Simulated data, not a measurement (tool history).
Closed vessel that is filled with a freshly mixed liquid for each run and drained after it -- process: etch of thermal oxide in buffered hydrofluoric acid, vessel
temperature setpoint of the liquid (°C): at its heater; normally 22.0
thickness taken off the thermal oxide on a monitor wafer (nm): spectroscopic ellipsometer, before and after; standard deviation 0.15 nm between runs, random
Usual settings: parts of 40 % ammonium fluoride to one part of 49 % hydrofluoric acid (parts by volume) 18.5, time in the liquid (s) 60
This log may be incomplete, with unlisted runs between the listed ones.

run,hour,temperature setpoint of the liquid (°C),parts of 40 % ammonium fluoride to one part of 49 % hydrofluoric acid (parts by volume),time in the liquid (s),"read-back film thickness of the thermal oxide reference wafer, read on the same gauge (nm)",thickness taken off the thermal oxide on a monitor wafer (nm)
1,0.0,18.5,18.5,60,110.06,27.31
2,37.8,18.5,18.5,60,109.99,27.23
3,86.3,18.5,18.5,60,110.04,27.30
4,140.8,22.0,18.5,60,110.01,32.91
5,177.3,22.0,18.5,60,110.02,33.03
6,241.5,22.0,18.5,60,109.98,33.30
7,302.0,22.0,18.5,60,109.98,32.77
8,364.0,22.0,14.0,90,109.96,65.11
# hour 376.4: gauge calibrated
9,409.6,22.0,18.5,60,109.97,33.07
# hour 422.1: hydrofluoric acid flow meter replaced
# hour 483.2: thermometer replaced
10,623.4,22.0,26.0,45,109.98,19.14
11,648.9,22.0,18.5,35,110.03,19.44
12,714.3,22.0,15.5,70,110.01,46.03
13,752.3,18.0,16.0,85,109.99,42.82
# hour 771.3: gauge calibrated
14,794.0,17.0,18.5,60,110.00,24.98

Branching from run 14: 5 alternative next runs. What would each branch give?
A,794.7,22.0,22.0,60,?,?
B,794.7,24.0,16.5,45,?,?
C,794.7,27.0,18.5,60,?,?
D,794.7,17.5,22.5,75,?,?
E,794.7,22.0,18.5,50,?,?

run,"read-back film thickness of the thermal oxide reference wafer, read on the same gauge (nm)",thickness taken off the thermal oxide on a monitor wafer (nm)
A,110.01,28.79
B,110.01,31.12
C,110.01,43.62
D,110.01,27.51
E,110.01,27.67
Stripped of hidden state, with their random variation kept, the same runs would have yielded:
run,thickness taken off the thermal oxide on a monitor wafer (nm)
A,28.79
B,31.12
C,43.62
D,27.51
E,27.67
